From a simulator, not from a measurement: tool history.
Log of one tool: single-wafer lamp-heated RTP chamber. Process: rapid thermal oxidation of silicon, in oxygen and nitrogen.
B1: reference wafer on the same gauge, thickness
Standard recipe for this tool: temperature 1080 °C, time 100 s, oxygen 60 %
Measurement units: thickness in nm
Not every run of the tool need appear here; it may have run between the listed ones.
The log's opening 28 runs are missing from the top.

{"run": 29, "day": 32.517, "temperature": 1080, "time": 100, "oxygen": 60, "B1": 10.9, "thickness": 11.082}
{"run": 30, "day": 33.746, "temperature": 1080, "time": 100, "oxygen": 60, "B1": 10.905, "thickness": 11.106}
{"run": 31, "day": 35.188, "temperature": 1093, "time": 142, "oxygen": 68, "B1": 10.896, "thickness": 14.822}
{"run": 32, "day": 36.575, "temperature": 1080, "time": 100, "oxygen": 60, "B1": 10.893, "thickness": 11.101}
{"run": 33, "day": 37.479, "temperature": 1069, "time": 100, "oxygen": 72, "B1": 10.898, "thickness": 11.047}
{"run": 34, "day": 37.996, "temperature": 1080, "time": 100, "oxygen": 89, "B1": 10.899, "thickness": 12.813}
{"run": 35, "day": 38.946, "temperature": 1080, "time": 100, "oxygen": 53, "B1": 10.907, "thickness": 10.643}
{"day": 40.025, "done": "pyrometer window cleaned and pyrometer calibrated"}
{"run": 36, "day": 40.046, "temperature": 1100, "time": 100, "oxygen": 60, "B1": 10.903, "thickness": 12.545}
{"run": 37, "day": 40.704, "temperature": 1080, "time": 79, "oxygen": 60, "B1": 10.906, "thickness": 9.912}

Forecast each of these 5 alternatives for the next run:
{"run": "A", "day": 40.721, "temperature": 1080, "time": 100, "oxygen": 60, "B1": "?", "thickness": "?"}
{"run": "B", "day": 40.721, "temperature": 1059, "time": 58, "oxygen": 60, "B1": "?", "thickness": "?"}
{"run": "C", "day": 40.721, "temperature": 1071, "time": 120, "oxygen": 84, "B1": "?", "thickness": "?"}
{"run": "D", "day": 40.721, "temperature": 1058, "time": 100, "oxygen": 60, "B1": "?", "thickness": "?"}
{"run": "E", "day": 40.721, "temperature": 1080, "time": 120, "oxygen": 60, "B1": "?", "thickness": "?"}

run=A B1=10.896 thickness=11.000
run=B B1=10.896 thickness=7.492
run=C B1=10.896 thickness=12.741
run=D B1=10.896 thickness=9.501
run=E B1=10.896 thickness=11.959
The same runs, with their run-to-run variation unchanged, on a tool lacking any hidden condition would have given:
run=A thickness=10.986
run=B thickness=7.482
run=C thickness=12.725
run=D thickness=9.488
run=E thickness=11.944

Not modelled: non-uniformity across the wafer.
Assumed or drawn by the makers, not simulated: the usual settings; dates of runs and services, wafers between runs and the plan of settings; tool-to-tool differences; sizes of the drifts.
